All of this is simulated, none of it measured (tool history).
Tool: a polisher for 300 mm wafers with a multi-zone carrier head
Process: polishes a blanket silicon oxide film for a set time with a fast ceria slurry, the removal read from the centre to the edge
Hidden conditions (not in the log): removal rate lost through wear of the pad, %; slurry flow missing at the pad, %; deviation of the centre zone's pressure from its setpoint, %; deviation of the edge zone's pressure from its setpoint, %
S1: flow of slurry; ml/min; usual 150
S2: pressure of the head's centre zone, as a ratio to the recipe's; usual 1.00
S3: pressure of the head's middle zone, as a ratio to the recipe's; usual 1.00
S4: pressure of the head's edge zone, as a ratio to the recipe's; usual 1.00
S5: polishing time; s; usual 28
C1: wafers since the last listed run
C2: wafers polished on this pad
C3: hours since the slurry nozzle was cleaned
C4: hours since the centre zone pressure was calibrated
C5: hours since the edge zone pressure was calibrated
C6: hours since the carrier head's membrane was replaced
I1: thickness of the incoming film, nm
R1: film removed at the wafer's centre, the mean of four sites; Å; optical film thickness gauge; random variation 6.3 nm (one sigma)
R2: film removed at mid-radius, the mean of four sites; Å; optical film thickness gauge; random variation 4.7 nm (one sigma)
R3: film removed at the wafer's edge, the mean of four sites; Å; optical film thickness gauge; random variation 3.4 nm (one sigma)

run     day   S1    S2    S3    S4  S5    C1    C2     C3     C4      C5      C6      I1    R1    R2    R3
  1   0.000  115  1.00  1.07  1.04  22     0   262  699.8    5.6   183.7   127.6  1513.2  2682  2949  3005
      0.925  -- slurry nozzle cleaned
  2   3.596  150  1.00  1.00  1.00  28   757  1020   64.1   91.9   270.0   213.9  1525.5  4505  4383  4336
  3   5.179  150  1.00  1.00  0.88  37   337  1357  102.1  129.9   308.0   251.9  1524.8  5988  5810  5228
  4   9.246  175  1.07  1.00  1.00  28   866  2224  199.7  227.5   405.6   349.5  1531.2  4839  4354  4264
  5  12.221  110  0.96  1.00  1.00  28   634  2858  271.1  298.9   477.0   420.9  1527.5  3689  3736  3790
  6  22.412  175  1.06  1.00  0.92  28  2172  5031  515.7  543.5   721.6   665.5  1512.4  4697  4122  3956
     24.142  -- worn pad replaced by a new one
  7  26.571  150  1.00  1.00  1.00  28   850   517  615.5  643.3   821.4   765.3  1528.5  4107  3906  3969
     28.917  -- slurry nozzle cleaned
  8  30.425  150  0.96  1.00  0.94  24   812  1330   36.2  735.8   913.9   857.8  1529.3  4071  3890  3644
  9  34.167  150  0.89  1.04  1.09  22   797  2128  126.0  825.6  1003.7   947.6  1528.8  3421  3539  3456
     36.279  -- centre zone pressure recalibrated
 10  38.054  150  1.00  1.00  1.00  28   810  2938  219.3   42.6  1097.0  1040.9  1545.0  4177  4261  4219
 11  39.846  125  1.00  1.00  0.89  36   381  3320  262.3   85.6  1140.0  1083.9  1556.6  5044  5151  4885
 12  43.600  150  1.00  1.00  1.09  28   800  4121  352.4  175.7  1230.1  1174.0  1548.0  4266  4166  4372
     45.350  -- edge zone pressure recalibrated
 13  45.854  150  1.00  1.00  1.00  28   462  4583  406.5  229.8    12.1  1228.1  1529.9  4174  4025  4099
     46.067  -- carrier head's membrane replaced by a new one
 14  49.183  150  1.00  1.00  1.00  28   665  5248  486.4  309.7    92.0    74.8  1524.4  4154  4081  4099
 15  52.779  150  0.91  0.97  1.03  28   766  6015  572.7  396.0   178.3   161.1  1543.5  3817  3931  4168

For run 16, what comes out?
     53.304  -- worn pad replaced by a new one
 16  57.146  150  0.93  1.00  1.09  28  895  818  677.5  500.8  283.1  265.9  1510.3   ?   ?   ?

R1: 3911 Å
R2: 3987 Å
R3: 4242 Å
With no hidden state in the tool, this same run would have given R1 4119 Å, R2 4506 Å, R3 4615 Å.

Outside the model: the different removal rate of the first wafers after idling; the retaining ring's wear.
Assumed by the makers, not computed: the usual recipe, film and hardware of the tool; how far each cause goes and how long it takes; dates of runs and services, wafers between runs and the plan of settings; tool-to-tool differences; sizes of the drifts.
